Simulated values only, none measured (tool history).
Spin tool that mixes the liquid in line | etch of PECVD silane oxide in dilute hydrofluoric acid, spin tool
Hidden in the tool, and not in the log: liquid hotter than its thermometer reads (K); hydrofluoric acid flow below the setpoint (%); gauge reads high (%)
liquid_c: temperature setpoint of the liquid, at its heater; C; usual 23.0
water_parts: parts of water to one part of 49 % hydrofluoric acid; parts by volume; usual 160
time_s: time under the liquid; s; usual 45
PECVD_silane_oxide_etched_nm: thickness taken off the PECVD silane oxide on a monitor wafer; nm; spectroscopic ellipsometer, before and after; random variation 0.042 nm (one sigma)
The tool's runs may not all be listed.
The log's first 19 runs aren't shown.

| run | hour | liquid_c | water_parts | time_s | wafers since the last listed run | hours since the thermometer was replaced | hours since the hydrofluoric acid flow meter was replaced | hours since the gauge calibration | read-back film thickness of the PECVD silane oxide reference wafer, read on the same gauge (nm) | PECVD_silane_oxide_etched_nm |
|---|---|---|---|---|---|---|---|---|---|---|
| 20 | 264.1 | 23.0 | 120 | 45 | 70 | 1815.4 | 27.3 | 92.0 | 90.00 | 10.73 |
|  | 272.5 | thermometer replaced |
| 21 | 278.4 | 23.0 | 160 | 45 | 137 | 5.9 | 41.6 | 106.3 | 90.00 | 7.66 |
| 22 | 313.9 | 23.0 | 210 | 55 | 366 | 41.4 | 77.1 | 141.8 | 90.00 | 6.79 |
| 23 | 324.2 | 18.5 | 200 | 35 | 106 | 51.7 | 87.4 | 152.1 | 90.01 | 3.84 |
| 24 | 340.0 | 23.0 | 160 | 45 | 163 | 67.5 | 103.2 | 167.9 | 90.01 | 7.69 |
| 25 | 347.5 | 27.5 | 90 | 55 | 77 | 75.0 | 110.7 | 175.4 | 90.01 | 21.66 |
| 26 | 391.0 | 20.5 | 160 | 70 | 449 | 118.5 | 154.2 | 218.9 | 89.98 | 10.84 |
| 27 | 402.2 | 23.0 | 160 | 45 | 115 | 129.7 | 165.4 | 230.1 | 89.99 | 7.56 |
| 28 | 412.3 | 23.0 | 95 | 45 | 104 | 139.8 | 175.5 | 240.2 | 90.01 | 13.96 |
| 29 | 424.3 | 20.5 | 160 | 60 | 124 | 151.8 | 187.5 | 252.2 | 90.01 | 9.29 |
| 30 | 438.9 | 21.5 | 190 | 60 | 150 | 166.4 | 202.1 | 266.8 | 90.02 | 7.88 |
| 31 | 445.4 | 25.0 | 160 | 25 | 67 | 172.9 | 208.6 | 273.3 | 90.01 | 4.53 |
| 32 | 461.4 | 23.0 | 115 | 45 | 165 | 188.9 | 224.6 | 289.3 | 89.99 | 11.12 |
| 33 | 469.0 | 23.0 | 230 | 45 | 78 | 196.5 | 232.2 | 296.9 | 89.99 | 4.86 |

4 ways to go on from here, each from the tool as it stands after run 33. What would each give?
| A | 469.4 | 23.0 | 160 | 65 | 4 | 196.9 | 232.6 | 297.3 | ? | ? |
| B | 469.4 | 27.0 | 130 | 35 | 4 | 196.9 | 232.6 | 297.3 | ? | ? |
| C | 469.4 | 19.5 | 160 | 45 | 4 | 196.9 | 232.6 | 297.3 | ? | ? |
| D | 469.4 | 25.5 | 125 | 30 | 4 | 196.9 | 232.6 | 297.3 | ? | ? |

| run | read-back film thickness of the PECVD silane oxide reference wafer, read on the same gauge (nm) | PECVD_silane_oxide_etched_nm |
|---|---|---|
| A | 90.01 | 10.97 |
| B | 90.01 | 8.77 |
| C | 90.01 | 6.63 |
| D | 90.01 | 7.43 |
Without the tool's hidden state the same runs would have given:
| run | PECVD_silane_oxide_etched_nm |
|---|---|
| A | 11.51 |
| B | 9.20 |
| C | 6.95 |
| D | 7.79 |

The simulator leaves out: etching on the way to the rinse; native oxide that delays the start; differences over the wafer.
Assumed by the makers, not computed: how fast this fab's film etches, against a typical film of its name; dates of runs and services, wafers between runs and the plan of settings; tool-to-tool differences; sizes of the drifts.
